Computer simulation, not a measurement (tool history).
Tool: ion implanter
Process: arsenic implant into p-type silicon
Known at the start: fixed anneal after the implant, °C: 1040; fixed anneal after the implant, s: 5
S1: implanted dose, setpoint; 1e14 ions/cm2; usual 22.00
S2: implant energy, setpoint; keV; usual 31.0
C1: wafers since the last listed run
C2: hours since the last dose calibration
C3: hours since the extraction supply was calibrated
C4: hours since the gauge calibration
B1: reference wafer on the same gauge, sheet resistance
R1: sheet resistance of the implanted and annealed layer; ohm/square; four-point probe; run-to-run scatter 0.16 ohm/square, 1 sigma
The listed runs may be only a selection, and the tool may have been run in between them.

Run 1, day 0.000: usual settings but S2 22.5 keV; C1 0; C2 346.4; C3 5499.7; C4 294.3; B1 94.97. Result: R1 93.42 ohm/square.
Run 2, day 2.183: usual settings; C1 810; C2 398.8; C3 5552.1; C4 346.7; B1 94.94. Result: R1 81.62 ohm/square.
Run 3, day 3.550: usual settings; C1 507; C2 431.6; C3 5584.9; C4 379.5; B1 94.82. Result: R1 81.18 ohm/square.
Run 4, day 6.538: usual settings but S2 38.5 keV; C1 1109; C2 503.3; C3 5656.6; C4 451.2; B1 94.87. Result: R1 73.50 ohm/square.
Run 5, day 8.550: usual settings but S2 38.5 keV; C1 747; C2 551.6; C3 5704.9; C4 499.5; B1 94.95. Result: R1 73.16 ohm/square.
Run 6, day 9.738: usual settings but S2 38.5 keV; C1 440; C2 580.1; C3 5733.4; C4 528.0; B1 94.85. Result: R1 73.53 ohm/square.
Run 7, day 11.500: usual settings; C1 654; C2 622.4; C3 5775.7; C4 570.3; B1 94.88. Result: R1 80.87 ohm/square.
Run 8, day 14.471: usual settings but S2 26.5 keV; C1 1102; C2 693.7; C3 5847.0; C4 641.6; B1 94.91. Result: R1 86.85 ohm/square.
Run 9, day 17.362: usual settings but S2 26.5 keV; C1 1073; C2 763.1; C3 5916.4; C4 711.0; B1 94.94. Result: R1 86.82 ohm/square.
Run 10, day 18.492: usual settings but S2 26.5 keV; C1 419; C2 790.2; C3 5943.5; C4 738.1; B1 94.84. Result: R1 86.95 ohm/square.
Run 11, day 20.267: usual settings but S2 36.5 keV; C1 659; C2 832.8; C3 5986.1; C4 780.7; B1 94.94. Result: R1 75.02 ohm/square.
Run 12, day 22.271: usual settings; C1 744; C2 880.9; C3 6034.2; C4 828.8; B1 94.86. Result: R1 80.82 ohm/square.
At day 23.512: extraction supply calibrated.
Run 13, day 24.146: usual settings; C1 572; C2 925.9; C3 15.2; C4 873.8; B1 94.86. Result: R1 80.67 ohm/square.
At day 25.312: Faraday cup replaced and dose calibrated.
Run 14, day 26.333: usual settings; C1 688; C2 24.5; C3 67.7; C4 926.3; B1 94.96. Result: R1 81.69 ohm/square.
Run 15, day 27.479: usual settings; C1 425; C2 52.0; C3 95.2; C4 953.8; B1 94.92. Result: R1 81.41 ohm/square.
Run 16, day 28.933: usual settings; C1 539; C2 86.9; C3 130.1; C4 988.7; B1 94.84. Result: R1 81.54 ohm/square.
Run 17, day 31.125: usual settings; C1 813; C2 139.5; C3 182.7; C4 1041.3; B1 94.84. Result: R1 81.28 ohm/square.
Run 18, day 33.267: usual settings but S1 25.70 1e14 ions/cm2, S2 35.0 keV; C1 795; C2 190.9; C3 234.1; C4 1092.7; B1 94.85. Result: R1 74.78 ohm/square.
At day 37.404: gauge calibrated.
Run 19, day 40.058: usual settings; C1 2521; C2 353.9; C3 397.1; C4 63.7; B1 94.86. Result: R1 81.22 ohm/square.
Run 20, day 41.783: usual settings but S1 15.81 1e14 ions/cm2, S2 37.0 keV; C1 640; C2 395.3; C3 438.5; C4 105.1; B1 94.84. Result: R1 82.84 ohm/square.
Run 21, day 42.912: usual settings but S1 17.76 1e14 ions/cm2, S2 41.5 keV; C1 419; C2 422.4; C3 465.6; C4 132.2; B1 94.85. Result: R1 76.31 ohm/square.
Run 22, day 44.383: usual settings but S1 19.26 1e14 ions/cm2, S2 42.0 keV; C1 546; C2 457.7; C3 500.9; C4 167.5; B1 94.93. Result: R1 73.88 ohm/square.
Run 23, day 46.829: usual settings but S2 39.0 keV; C1 908; C2 516.4; C3 559.6; C4 226.2; B1 94.97. Result: R1 73.16 ohm/square.
Run 24, day 49.808: usual settings; C1 1106; C2 587.9; C3 631.1; C4 297.7; B1 94.80. Result: R1 81.09 ohm/square.
Run 25, day 51.017: usual settings; C1 448; C2 616.9; C3 660.1; C4 326.7; B1 94.82. Result: R1 80.78 ohm/square.
Run 26, day 54.004: usual settings but S1 28.47 1e14 ions/cm2, S2 27.0 keV; C1 1109; C2 688.6; C3 731.8; C4 398.4; B1 94.85. Result: R1 82.70 ohm/square.
Run 27, day 55.025: usual settings but S1 19.26 1e14 ions/cm2, S2 42.0 keV; C1 379; C2 713.1; C3 756.3; C4 422.9; B1 94.96. Result: R1 73.36 ohm/square.
Run 28, day 56.179: usual settings but S1 18.79 1e14 ions/cm2, S2 39.5 keV; C1 428; C2 740.8; C3 784.0; C4 450.6; B1 94.92. Result: R1 75.73 ohm/square.
Run 29, day 57.183: usual settings but S1 25.63 1e14 ions/cm2, S2 38.0 keV; C1 372; C2 764.9; C3 808.1; C4 474.7; B1 94.92. Result: R1 71.03 ohm/square.
Run 30, day 59.133: usual settings but S1 23.84 1e14 ions/cm2, S2 34.0 keV; C1 723; C2 811.7; C3 854.9; C4 521.5; B1 94.86. Result: R1 75.99 ohm/square.
At day 59.529: Faraday cup replaced and dose calibrated.
Run 31, day 64.392: usual settings but S2 37.0 keV; C1 1828; C2 116.7; C3 981.1; C4 647.7; B1 94.86. Result: R1 75.45 ohm/square.
Run 32, day 67.183: usual settings; C1 1036; C2 183.7; C3 1048.1; C4 714.7; B1 94.97. Result: R1 81.82 ohm/square.
Run 33, day 69.038: usual settings but S1 16.52 1e14 ions/cm2; C1 688; C2 228.2; C3 1092.6; C4 759.2; B1 94.91. Result: R1 87.71 ohm/square.
Run 34, day 71.971: usual settings; C1 1089; C2 298.6; C3 1163.0; C4 829.6; B1 94.90. Result: R1 81.47 ohm/square.
Run 35, day 74.254: usual settings but S1 24.55 1e14 ions/cm2, S2 20.5 keV; C1 847; C2 353.4; C3 1217.8; C4 884.4; B1 94.90. Result: R1 95.82 ohm/square.
Run 36, day 76.354: usual settings but S1 17.67 1e14 ions/cm2, S2 35.0 keV; C1 779; C2 403.8; C3 1268.2; C4 934.8; B1 94.88. Result: R1 81.66 ohm/square.
Run 37, day 77.425: usual settings but S1 26.94 1e14 ions/cm2, S2 23.5 keV; C1 397; C2 429.5; C3 1293.9; C4 960.5; B1 94.94. Result: R1 89.13 ohm/square.
Run 38, day 79.217: usual settings but S1 19.11 1e14 ions/cm2, S2 24.0 keV; C1 665; C2 472.5; C3 1336.9; C4 1003.5; B1 94.89. Result: R1 93.22 ohm/square.

For some of the steps in R1 from one run to the next: how much would appear even if the tool had no hidden state, given the settings, what came in and random variation, and how much remains for the hidden state plus any gauge scatter that the measured result and the result without hidden state don't share?
The hidden state here: deviation of the true dose from the Faraday cup's reading, %; deviation of the true energy from its setpoint, %; gauge reads high (%).
Run 10 -> 11: S2 26.5 -> 36.5. R1 -11.93 ohm/square: hidden state -0.20, all else -11.73.
Run 13 -> 14: Faraday cup replaced and dose calibrated. R1 +1.02 ohm/square: hidden state +0.87, all else +0.15.
Run 26 -> 27: S1 28.47 -> 19.26, S2 27.0 -> 42.0. R1 -9.34 ohm/square: hidden state -0.62, all else -8.72.
Run 30 -> 31: S1 23.84 -> 22.00, S2 34.0 -> 37.0, Faraday cup replaced and dose calibrated. R1 -0.54 ohm/square: hidden state +0.59, all else -1.13.
Run 34 -> 35: S1 22.00 -> 24.55, S2 31.0 -> 20.5. R1 +14.35 ohm/square: hidden state +0.06, all else +14.29.
Run 35 -> 36: S1 24.55 -> 17.67, S2 20.5 -> 35.0. R1 -14.16 ohm/square: hidden state -0.39, all else -13.77.
